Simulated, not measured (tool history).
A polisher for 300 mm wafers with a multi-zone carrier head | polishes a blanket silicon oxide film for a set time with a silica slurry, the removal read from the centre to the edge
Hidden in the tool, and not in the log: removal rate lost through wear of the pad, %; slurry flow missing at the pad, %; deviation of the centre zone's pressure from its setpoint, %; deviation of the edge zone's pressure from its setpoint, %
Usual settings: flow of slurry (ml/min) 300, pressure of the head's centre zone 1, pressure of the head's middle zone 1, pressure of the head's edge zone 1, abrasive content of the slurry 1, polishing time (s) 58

run	hour	flow of slurry (ml/min)	pressure of the head's centre zone	pressure of the head's middle zone	pressure of the head's edge zone	abrasive content of the slurry	polishing time (s)	wafers since the last listed run	wafers polished on this pad	hours since the slurry nozzle was cleaned	hours since the centre zone pressure was calibrated	hours since the edge zone pressure was calibrated	hours since the carrier head's membrane was replaced	incoming thickness of the incoming film, nm	film removed at the wafer's centre (nm)	film removed at mid-radius (nm)	film removed at the wafer's edge (nm)
1	0	300	1	1	1	1	58	0	1483	331.3	320.1	104.6	9.7	1817.8	152.6	149.8	155
# hour 10.6: worn pad replaced by a new one
# hour 13.2: centre zone pressure recalibrated
2	31.4	300	1	1	1	1	67	194	143	362.7	18.2	136	41.1	1798.6	175.4	174.5	177.8
3	67.8	300	1	0.9	1	1	58	278	422	399.1	54.6	172.4	77.5	1830.1	147.5	137.1	152.1
4	91	300	1.05	1	1	1	58	177	600	422.3	77.8	195.6	100.7	1823.8	158	147.9	152.9
5	112.6	300	1	1	1	1.1	40	165	765	443.9	99.4	217.2	122.3	1814.8	108.5	106.5	112.6
6	204.5	300	1	1	1.11	1	58	703	1469	535.8	191.3	309.1	214.2	1829.7	147.8	144.6	160
7	230	300	1	1	1	1	58	195	1664	561.3	216.8	334.6	239.7	1839.7	146	144.6	152.3
# hour 243.1: slurry nozzle cleaned
8	246.7	235	1	1	1	1	58	120	1784	3.6	233.5	351.3	256.4	1824.6	151.2	150.1	153.5
# hour 257.3: worn pad replaced by a new one
9	271.2	300	1	1	1	1	58	156	106	28.1	258	375.8	280.9	1824.4	154.1	151.9	156
# hour 293.5: centre zone pressure recalibrated
10	297.5	300	1.07	1	1	0.75	58	186	292	54.4	4	402.1	307.2	1812.9	128.7	118.5	122.8
11	311.4	300	1	1	1	1	58	106	398	68.3	17.9	416	321.1	1824.7	156.4	151.7	158.7
12	324.4	300	0.92	1.09	1	1	58	99	498	81.3	30.9	429	334.1	1787.7	142.7	161	153.7
13	355.7	300	1	1	1	1	58	239	738	112.6	62.2	460.3	365.4	1835.3	152.3	152.6	155.2
14	391.5	300	1	1	1	1	58	274	1012	148.4	98	496.1	401.2	1814.7	151.8	153.1	157.1
15	405.1	395	1	1.09	0.97	0.9	58	104	1116	162	111.6	509.7	414.8	1803.8	144.4	152.5	145.7
16	440.3	205	0.93	1.09	1.05	1	58	269	1385	197.2	146.8	544.9	450	1844.5	130.9	150.1	154.9
17	458.4	300	1.07	1.08	1.07	1.15	58	138	1524	215.3	164.9	563	468.1	1801.9	180.9	173.9	174.5
18	493.9	235	1	1	1.08	1	58	271	1796	250.8	200.4	598.5	503.6	1837.5	144	142.5	158.2
19	507.9	300	1	1.08	1	0.8	53	107	1903	264.8	214.4	612.5	517.6	1806.8	114.3	119.4	118
# hour 516.9: worn pad replaced by a new one
20	522.2	350	1.06	1	1	1	58	78	40	279.1	228.7	626.8	531.9	1842.4	161.9	151.7	155.1

Forecast each of these 5 alternatives for the next run:
A	522.6	300	1	1	0.95	1	58	3	43	279.5	229.1	627.2	532.3	1820.2	?	?	?
B	522.6	300	1	1	1	1.3	58	3	43	279.5	229.1	627.2	532.3	1820.2	?	?	?
C	522.6	300	1	1.11	1	0.8	58	3	43	279.5	229.1	627.2	532.3	1820.2	?	?	?
D	522.6	265	1	1	1	0.7	46	3	43	279.5	229.1	627.2	532.3	1820.2	?	?	?
E	522.6	335	1	1	0.88	1	58	3	43	279.5	229.1	627.2	532.3	1820.2	?	?	?

run	film removed at the wafer's centre (nm)	film removed at mid-radius (nm)	film removed at the wafer's edge (nm)
A	155.4	150.9	150.2
B	181.6	176.4	180
C	129	134.7	127.6
D	86.3	84	86.1
E	157.9	153.1	146.6
Without the tool's hidden state the same runs would have given:
run	film removed at the wafer's centre (nm)	film removed at mid-radius (nm)	film removed at the wafer's edge (nm)
A	161	155.8	153.9
B	188.2	182.1	184.4
C	133.7	139.1	130.7
D	89.9	87.1	88.5
E	163	157.5	149.8

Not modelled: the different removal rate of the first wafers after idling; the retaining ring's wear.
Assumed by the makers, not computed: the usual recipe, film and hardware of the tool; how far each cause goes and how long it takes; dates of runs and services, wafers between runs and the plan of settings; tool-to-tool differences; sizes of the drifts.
